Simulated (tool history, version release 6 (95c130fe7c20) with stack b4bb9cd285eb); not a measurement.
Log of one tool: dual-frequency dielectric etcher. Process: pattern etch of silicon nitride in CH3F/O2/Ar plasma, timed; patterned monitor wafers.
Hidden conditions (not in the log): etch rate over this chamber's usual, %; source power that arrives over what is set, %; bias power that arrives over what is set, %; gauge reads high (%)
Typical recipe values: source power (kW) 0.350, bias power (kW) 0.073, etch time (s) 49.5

run    hour  source power (kW)  bias power (kW)  etch time (s)  wafers since the last listed run  hours since the last wet clean  hours since the last source power generator calibration  hours since the last bias power generator calibration  hours since the last upper electrode change  hours since the gauge calibration  read-back reference wafer on the same gauge, depth_nm  mean etch depth across the wafer (Å)
  1     0.0              0.350            0.073           49.5                                 0                           145.2                                                   4145.4                                                  945.7                                       2936.3                              990.5                                                  28.57                                 307.0
  2    27.9              0.350            0.073           49.5                               240                           173.1                                                   4173.3                                                  973.6                                       2964.2                             1018.4                                                  28.58                                 308.2
  3    66.5              0.350            0.073           49.5                               332                           211.7                                                   4211.9                                                 1012.2                                       3002.8                             1057.0                                                  28.61                                 306.5
  4   104.8              0.350            0.073           49.5                               329                           250.0                                                   4250.2                                                 1050.5                                       3041.1                             1095.3                                                  28.62                                 307.6
  5   137.0              0.350            0.068           49.5                               277                           282.2                                                   4282.4                                                 1082.7                                       3073.3                             1127.5                                                  28.60                                 299.3
  6   165.7              0.350            0.068           49.5                               247                           310.9                                                   4311.1                                                 1111.4                                       3102.0                             1156.2                                                  28.62                                 301.4
      200.0  -- source power generator calibrated
  7   209.8              0.350            0.068           49.5                               345                           355.0                                                      9.8                                                 1155.5                                       3146.1                             1200.3                                                  28.60                                 292.7
  8   235.2              0.350            0.083           49.5                               218                           380.4                                                     35.2                                                 1180.9                                       3171.5                             1225.7                                                  28.59                                 312.2
      294.7  -- wet clean of the chamber
  9   295.2              0.350            0.083           49.5                               310                             0.5                                                     95.2                                                 1240.9                                       3231.5                             1285.7                                                  28.59                                 312.7
 10   359.5              0.350            0.083           49.5                               553                            64.8                                                    159.5                                                 1305.2                                       3295.8                             1350.0                                                  28.58                                 313.3
 11   404.9              0.350            0.077           38.5                               391                           110.2                                                    204.9                                                 1350.6                                       3341.2                             1395.4                                                  28.58                                 237.0
 12   471.2              0.430            0.073           43.0                               571                           176.5                                                    271.2                                                 1416.9                                       3407.5                             1461.7                                                  28.59                                 292.0
 13   503.3              0.300            0.085           42.5                               276                           208.6                                                    303.3                                                 1449.0                                       3439.6                             1493.8                                                  28.61                                 245.7
      516.0  -- gauge calibrated
 14   606.4              0.350            0.073           49.5                               888                           311.7                                                    406.4                                                 1552.1                                       3542.7                               90.4                                                  28.57                                 299.4
 15   631.6              0.270            0.073           49.5                               217                           336.9                                                    431.6                                                 1577.3                                       3567.9                              115.6                                                  28.56                                 252.4
      734.0  -- wet clean of the chamber
 16   811.0              0.350            0.073           49.5                              1338                            77.0                                                    611.0                                                 1756.7                                       3747.3                              295.0                                                  28.62                                 300.5
      864.5  -- upper electrode replaced
      867.2  -- bias power generator calibrated
 17   871.1              0.300            0.078           64.0                               287                           137.1                                                    671.1                                                    3.9                                          6.6                              355.1                                                  28.62                                 358.9
 18   905.1              0.350            0.073           49.5                               292                           171.1                                                    705.1                                                   37.9                                         40.6                              389.1                                                  28.61                                 298.8
 19   950.7              0.350            0.073           49.5                               392                           216.7                                                    750.7                                                   83.5                                         86.2                              434.7                                                  28.61                                 299.5
 20  1006.6              0.350            0.073           49.5                               481                           272.6                                                    806.6                                                  139.4                                        142.1                              490.6                                                  28.61                                 299.5
 21  1031.7              0.380            0.067           59.0                               216                           297.7                                                    831.7                                                  164.5                                        167.2                              515.7                                                  28.58                                 364.9
 22  1066.1              0.350            0.073           56.5                               296                           332.1                                                    866.1                                                  198.9                                        201.6                              550.1                                                  28.63                                 342.6
 23  1092.6              0.410            0.068           60.0                               228                           358.6                                                    892.6                                                  225.4                                        228.1                              576.6                                                  28.59                                 390.0
     1132.6  -- wet clean of the chamber
 24  1155.7              0.350            0.061           49.5                               336                            23.1                                                    955.7                                                  288.5                                        291.2                              639.7                                                  28.58                                 281.5
 25  1217.9              0.300            0.085           42.5                               535                            85.3                                                   1017.9                                                  350.7                                        353.4                              701.9                                                  28.59                                 246.9
 26  1286.0              0.350            0.073           55.0                               586                           153.4                                                   1086.0                                                  418.8                                        421.5                              770.0                                                  28.60                                 332.4
 27  1314.8              0.350            0.073           59.0                               248                           182.2                                                   1114.8                                                  447.6                                        450.3                              798.8                                                  28.59                                 356.5
 28  1366.9              0.280            0.078           56.5                               448                           234.3                                                   1166.9                                                  499.7                                        502.4                              850.9                                                  28.60                                 303.8
 29  1421.7              0.430            0.081           41.0                               472                           289.1                                                   1221.7                                                  554.5                                        557.2                              905.7                                                  28.63                                 289.8

Predict each of these 5 candidate next runs independently; none follows another, all start after run 29:
  A  1422.1              0.420            0.073           49.5                                 3                           289.5                                                   1222.1                                                  554.9                                        557.6                              906.1                                                      ?                                     ?
  B  1422.1              0.350            0.073           58.5                                 3                           289.5                                                   1222.1                                                  554.9                                        557.6                              906.1                                                      ?                                     ?
  C  1422.1              0.350            0.088           49.5                                 3                           289.5                                                   1222.1                                                  554.9                                        557.6                              906.1                                                      ?                                     ?
  D  1422.1              0.350            0.073           57.0                                 3                           289.5                                                   1222.1                                                  554.9                                        557.6                              906.1                                                      ?                                     ?
  E  1422.1              0.410            0.073           54.5                                 3                           289.5                                                   1222.1                                                  554.9                                        557.6                              906.1                                                      ?                                     ?

run  read-back reference wafer on the same gauge, depth_nm  mean etch depth across the wafer (Å)
  A                                                  28.62                                 333.0
  B                                                  28.62                                 354.2
  C                                                  28.62                                 319.8
  D                                                  28.62                                 345.1
  E                                                  28.62                                 361.8
What these runs would have given with no unlogged condition in the tool:
run  mean etch depth across the wafer (Å)
  A                                 332.6
  B                                 353.7
  C                                 319.3
  D                                 344.7
  E                                 361.3
